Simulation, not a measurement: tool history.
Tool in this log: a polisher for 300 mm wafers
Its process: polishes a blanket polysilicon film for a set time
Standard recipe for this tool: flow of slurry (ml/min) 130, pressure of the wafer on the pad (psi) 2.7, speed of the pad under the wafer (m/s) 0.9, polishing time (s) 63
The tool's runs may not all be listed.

run,hour,flow of slurry (ml/min),pressure of the wafer on the pad (psi),speed of the pad under the wafer (m/s),polishing time (s),"incoming thickness of the incoming film, nm",film removed (angstrom)
1,0,130,2.7,0.9,63,1269.4,4226
2,33.5,130,2.7,0.9,63,1254.4,4247
3,223.4,130,2.7,0.9,63,1246.7,4328
4,294.2,130,2.7,0.9,63,1278.5,4295
5,356.6,130,2.7,0.9,63,1265,4354
6,409.5,130,2.7,0.9,63,1259.7,4393
# hour 464.2: slurry nozzle cleaned
# hour 510.2: head pressure recalibrated
7,582.2,130,2.7,0.9,63,1253.7,4053
# hour 587.6: worn pad replaced by a new one
8,642.8,130,2.7,0.9,63,1274.1,4108
9,703.8,130,2.7,0.9,63,1256.5,4127
10,764.7,130,2.7,0.9,63,1257.7,4154
11,822.7,130,2.7,0.84,72,1259.2,4531
12,877,130,2.7,0.9,63,1260,4217
13,921.6,130,2.7,0.9,63,1276.7,4275
14,961.3,130,2.7,0.9,63,1270.2,4266
15,1024.4,130,2.7,0.9,63,1249.7,4276
# hour 1080.1: slurry nozzle cleaned
# hour 1112.8: worn pad replaced by a new one, of another model than before
16,1169.6,110,2.7,0.68,63,1275.6,3402
17,1212.5,130,2,0.98,63,1244.3,3934
18,1260.9,130,3,0.62,63,1265.7,3529
19,1305.7,130,2.7,0.9,63,1239.1,4170
20,1340.9,130,2.7,0.9,63,1265.5,4139
21,1399.4,130,2.7,0.9,83,1268,5432
# hour 1541.4: head pressure recalibrated
22,1594.5,130,3.5,0.9,46,1256.1,3250
23,1619.9,130,2.7,0.9,63,1252.7,4023
# hour 1649.7: worn pad replaced by a new one
24,1677.9,130,2.4,0.9,63,1241.9,3924
# hour 1700.8: slurry nozzle cleaned
25,1709.3,100,1.9,1.16,76,1267.4,4789
26,1772.2,85,2.7,1.08,63,1266.7,4109
27,1807.6,130,2.1,0.9,63,1266.3,3743

The next listed run, before its measurement:
28,1996.5,160,1.9,0.9,63,1247.8,?

Run 28 came out at film removed (angstrom) 3823.
Take away the tool's hidden state, keep the run-to-run variation as it was, and the same run would have given film removed (angstrom) 3692.

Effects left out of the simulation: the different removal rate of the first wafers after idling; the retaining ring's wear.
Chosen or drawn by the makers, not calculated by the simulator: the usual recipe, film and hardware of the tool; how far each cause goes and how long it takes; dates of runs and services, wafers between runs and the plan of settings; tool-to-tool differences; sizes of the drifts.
